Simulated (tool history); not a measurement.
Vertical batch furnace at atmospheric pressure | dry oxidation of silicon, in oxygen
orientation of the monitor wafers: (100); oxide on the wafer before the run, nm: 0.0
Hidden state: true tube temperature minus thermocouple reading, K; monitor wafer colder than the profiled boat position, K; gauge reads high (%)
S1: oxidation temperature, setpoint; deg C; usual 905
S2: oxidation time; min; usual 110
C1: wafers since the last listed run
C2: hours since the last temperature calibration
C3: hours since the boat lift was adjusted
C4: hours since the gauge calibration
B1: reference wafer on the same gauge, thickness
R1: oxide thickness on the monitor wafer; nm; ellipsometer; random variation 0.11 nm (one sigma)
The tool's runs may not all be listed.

run,hour,S1,S2,C1,C2,C3,C4,B1,R1
1,0,893,77.5,0,1963.1,5141.2,712.4,26.81,21.16
2,24.7,893,77.5,145,1987.8,5165.9,737.1,26.79,21.02
3,120.3,905,110,562,2083.4,5261.5,832.7,26.84,29.95
4,216.5,905,110,565,2179.6,5357.7,928.9,26.76,30.05
5,236.3,905,110,116,2199.4,5377.5,948.7,26.79,30.02
6,260.7,885,96.5,143,2223.8,5401.9,973.1,26.79,22.42
7,278.2,885,96.5,102,2241.3,5419.4,990.6,26.81,22.28
8,291.8,905,110,80,2254.9,5433,1004.2,26.8,30.02
9,320,905,110,165,2283.1,5461.2,1032.4,26.83,30.05
10,333.5,905,110,79,2296.6,5474.7,1045.9,26.8,30.04
# hour 352: gauge calibrated
11,364.4,905,110,181,2327.5,5505.6,12.4,26.79,30.1
12,385.3,905,110,122,2348.4,5526.5,33.3,26.8,30.21
13,400.8,905,110,91,2363.9,5542,48.8,26.8,30.03
14,429.7,905,110,170,2392.8,5570.9,77.7,26.78,30.11
# hour 460.4: thermocouples replaced and temperature profile calibrated
15,460.9,885,110,42,0.5,5602.1,108.9,26.81,23.12
16,501,905,110,235,40.6,5642.2,149,26.78,28.47
17,531.7,900,144,180,71.3,5672.9,179.7,26.82,32.69
18,554.3,905,110,132,93.9,5695.5,202.3,26.8,28.57
19,576.2,881,132.5,128,115.8,5717.4,224.2,26.78,25.24
20,594.5,921,79.5,107,134.1,5735.7,242.5,26.81,27.16
21,610.1,925,62.5,91,149.7,5751.3,258.1,26.77,24.08
22,627.5,924,65,102,167.1,5768.7,275.5,26.82,24.48
23,657.2,891,92.5,174,196.8,5798.4,305.2,26.8,22.24
24,671.5,880,144.5,84,211.1,5812.7,319.5,26.8,26.74
25,690.5,881,132.5,111,230.1,5831.7,338.5,26.81,25.55
26,708.5,905,110,105,248.1,5849.7,356.5,26.82,28.97
# hour 764.7: boat lift adjusted
27,765.2,905,110,192,304.8,0.5,413.2,26.78,29.03
28,771.5,905,110,37,311.1,6.8,419.5,26.83,29.01
29,795,927,152.5,138,334.6,30.3,443,26.81,45.9
30,821.6,888,110,156,361.2,56.9,469.6,26.81,24.3
31,847.5,881,130,152,387.1,82.8,495.5,26.8,25.19
32,861.9,905,110,84,401.5,97.2,509.9,26.8,29.12
33,889.6,887,156,162,429.2,124.9,537.6,26.81,30.57
34,917.9,905,110,166,457.5,153.2,565.9,26.77,29.24
35,952.9,898,124.5,205,492.5,188.2,600.9,26.8,29.51
36,973.6,905,110,121,513.2,208.9,621.6,26.81,29.2

Forecast each of these 4 alternatives for the next run:
A,980,905,110,37,519.6,215.3,628,?,?
B,980,925,160,37,519.6,215.3,628,?,?
C,980,923,158,37,519.6,215.3,628,?,?
D,980,929,86,37,519.6,215.3,628,?,?

run,B1,R1
A,26.82,29.06
B,26.82,46.65
C,26.82,45.23
D,26.82,31.31
Without the tool's hidden state the same runs would have given:
run,R1
A,28.35
B,45.45
C,44.07
D,30.56

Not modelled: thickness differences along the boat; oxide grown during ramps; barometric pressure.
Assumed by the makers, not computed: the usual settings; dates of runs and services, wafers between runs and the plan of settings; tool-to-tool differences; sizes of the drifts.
